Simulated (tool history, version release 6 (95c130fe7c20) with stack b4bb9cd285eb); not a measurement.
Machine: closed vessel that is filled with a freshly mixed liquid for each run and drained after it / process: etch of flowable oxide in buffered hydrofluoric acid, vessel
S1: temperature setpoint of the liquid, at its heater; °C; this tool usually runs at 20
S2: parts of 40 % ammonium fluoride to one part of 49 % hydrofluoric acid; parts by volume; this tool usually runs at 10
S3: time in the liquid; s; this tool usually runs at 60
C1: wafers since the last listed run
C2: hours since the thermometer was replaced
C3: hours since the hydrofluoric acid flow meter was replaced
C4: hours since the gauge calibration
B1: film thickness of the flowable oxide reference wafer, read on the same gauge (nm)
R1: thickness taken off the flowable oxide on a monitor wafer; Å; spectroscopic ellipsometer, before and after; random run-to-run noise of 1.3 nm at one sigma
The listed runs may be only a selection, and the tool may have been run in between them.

{"run": 1, "hour": 0.0, "S1": 20, "S2": 12.5, "S3": 60, "C1": 0, "C2": 447.3, "C3": 59.4, "C4": 518.4, "B1": 120, "R1": 1536.9}
{"run": 2, "hour": 245.0, "S1": 20, "S2": 7, "S3": 60, "C1": 17995, "C2": 692.3, "C3": 304.4, "C4": 763.4, "B1": 119.98, "R1": 2838}
{"run": 3, "hour": 319.8, "S1": 20, "S2": 7, "S3": 60, "C1": 5494, "C2": 767.1, "C3": 379.2, "C4": 838.2, "B1": 120.01, "R1": 2867.3}
{"hour": 341.2, "done": "thermometer replaced"}
{"run": 4, "hour": 363.0, "S1": 20, "S2": 7, "S3": 60, "C1": 3099, "C2": 21.8, "C3": 422.4, "C4": 881.4, "B1": 120.01, "R1": 2950.4}
{"hour": 478.4, "done": "hydrofluoric acid flow meter replaced"}
{"run": 5, "hour": 534.4, "S1": 18.5, "S2": 10, "S3": 60, "C1": 12516, "C2": 193.2, "C3": 56, "C4": 1052.8, "B1": 120.02, "R1": 1753}
{"run": 6, "hour": 590.2, "S1": 18.5, "S2": 10, "S3": 60, "C1": 4098, "C2": 249, "C3": 111.8, "C4": 1108.6, "B1": 120.01, "R1": 1761.5}
{"run": 7, "hour": 692.3, "S1": 20, "S2": 10, "S3": 60, "C1": 7499, "C2": 351.1, "C3": 213.9, "C4": 1210.7, "B1": 119.97, "R1": 1959}
{"run": 8, "hour": 782.2, "S1": 20, "S2": 10, "S3": 60, "C1": 6603, "C2": 441, "C3": 303.8, "C4": 1300.6, "B1": 120.02, "R1": 1970.8}
{"run": 9, "hour": 880.1, "S1": 20, "S2": 10, "S3": 60, "C1": 7190, "C2": 538.9, "C3": 401.7, "C4": 1398.5, "B1": 120.02, "R1": 2034.3}
{"run": 10, "hour": 922.2, "S1": 20, "S2": 10, "S3": 60, "C1": 3092, "C2": 581, "C3": 443.8, "C4": 1440.6, "B1": 120.01, "R1": 2057.1}
{"hour": 964.7, "done": "hydrofluoric acid flow meter replaced"}
{"hour": 972.3, "done": "gauge calibrated"}
{"hour": 976.8, "done": "thermometer replaced"}
{"run": 11, "hour": 1028.6, "S1": 20, "S2": 10, "S3": 60, "C1": 7668, "C2": 51.8, "C3": 63.9, "C4": 56.3, "B1": 120.01, "R1": 1927.1}
{"run": 12, "hour": 1117.7, "S1": 20, "S2": 10, "S3": 60, "C1": 6544, "C2": 140.9, "C3": 153, "C4": 145.4, "B1": 119.98, "R1": 1954.1}
{"run": 13, "hour": 1189.7, "S1": 20, "S2": 10, "S3": 60, "C1": 5288, "C2": 212.9, "C3": 225, "C4": 217.4, "B1": 120.03, "R1": 1945.1}
{"run": 14, "hour": 1296.6, "S1": 20, "S2": 10, "S3": 60, "C1": 7852, "C2": 319.8, "C3": 331.9, "C4": 324.3, "B1": 119.99, "R1": 2004}
{"run": 15, "hour": 1347.9, "S1": 21.5, "S2": 10, "S3": 60, "C1": 3768, "C2": 371.1, "C3": 383.2, "C4": 375.6, "B1": 119.98, "R1": 2202.2}
{"hour": 1399.7, "done": "hydrofluoric acid flow meter replaced"}
{"run": 16, "hour": 1411.1, "S1": 20, "S2": 8.5, "S3": 45, "C1": 4568, "C2": 434.3, "C3": 11.4, "C4": 438.8, "B1": 119.97, "R1": 1599}
{"run": 17, "hour": 1449.7, "S1": 18, "S2": 10, "S3": 60, "C1": 2835, "C2": 472.9, "C3": 50, "C4": 477.4, "B1": 120.01, "R1": 1702.6}
{"run": 18, "hour": 1541.5, "S1": 20, "S2": 10, "S3": 60, "C1": 6742, "C2": 564.7, "C3": 141.8, "C4": 569.2, "B1": 120.01, "R1": 1924.5}
{"run": 19, "hour": 1642.8, "S1": 24.5, "S2": 7, "S3": 50, "C1": 7440, "C2": 666, "C3": 243.1, "C4": 670.5, "B1": 119.99, "R1": 3005.2}
{"hour": 1734.5, "done": "thermometer replaced"}
{"run": 20, "hour": 1747.4, "S1": 20, "S2": 10, "S3": 70, "C1": 7609, "C2": 12.9, "C3": 347.7, "C4": 775.1, "B1": 120.01, "R1": 2322.8}
{"run": 21, "hour": 1853.4, "S1": 20, "S2": 10, "S3": 60, "C1": 7785, "C2": 118.9, "C3": 453.7, "C4": 881.1, "B1": 120.03, "R1": 2029.6}
{"hour": 1890.1, "done": "hydrofluoric acid flow meter replaced"}
{"run": 22, "hour": 1957.8, "S1": 20, "S2": 6.5, "S3": 60, "C1": 7594, "C2": 223.3, "C3": 67.7, "C4": 985.5, "B1": 120.01, "R1": 2830.9}
{"run": 23, "hour": 2031.2, "S1": 20, "S2": 10, "S3": 85, "C1": 5391, "C2": 296.7, "C3": 141.1, "C4": 1058.9, "B1": 119.99, "R1": 2724.3}
{"run": 24, "hour": 2074.3, "S1": 20, "S2": 11, "S3": 70, "C1": 3165, "C2": 339.8, "C3": 184.2, "C4": 1102, "B1": 120, "R1": 2115.3}
{"run": 25, "hour": 2163.1, "S1": 20, "S2": 13.5, "S3": 60, "C1": 6522, "C2": 428.6, "C3": 273, "C4": 1190.8, "B1": 119.99, "R1": 1518.3}
{"run": 26, "hour": 2232.8, "S1": 20, "S2": 10, "S3": 60, "C1": 5119, "C2": 498.3, "C3": 342.7, "C4": 1260.5, "B1": 119.98, "R1": 1984.9}
{"run": 27, "hour": 2297.8, "S1": 17, "S2": 10, "S3": 45, "C1": 4774, "C2": 563.3, "C3": 407.7, "C4": 1325.5, "B1": 119.99, "R1": 1276.8}
{"run": 28, "hour": 2344.4, "S1": 24, "S2": 10, "S3": 60, "C1": 3422, "C2": 609.9, "C3": 454.3, "C4": 1372.1, "B1": 120.02, "R1": 2530.1}

Some steps in R1 between neighbouring runs. How much of each would the tool show without its hidden state too (settings, what came in, random variation), and how much is left for the hidden state, with any gauge scatter that isn't in both results?
Hidden state at play: liquid hotter than its thermometer reads (K); hydrofluoric acid flow above the setpoint (%); gauge reads high (%).
Run 1 -> 2: S2 12.5 -> 7. R1 +1301.1 Å: hidden state +161, all else +1140.1.
Run 4 -> 5: S1 20 -> 18.5, S2 7 -> 10, hydrofluoric acid flow meter replaced. R1 -1197.4 Å: hidden state -231.5, all else -965.9.
Run 27 -> 28: S1 17 -> 24, S3 45 -> 60. R1 +1253.3 Å: hidden state +103.2, all else +1150.1.

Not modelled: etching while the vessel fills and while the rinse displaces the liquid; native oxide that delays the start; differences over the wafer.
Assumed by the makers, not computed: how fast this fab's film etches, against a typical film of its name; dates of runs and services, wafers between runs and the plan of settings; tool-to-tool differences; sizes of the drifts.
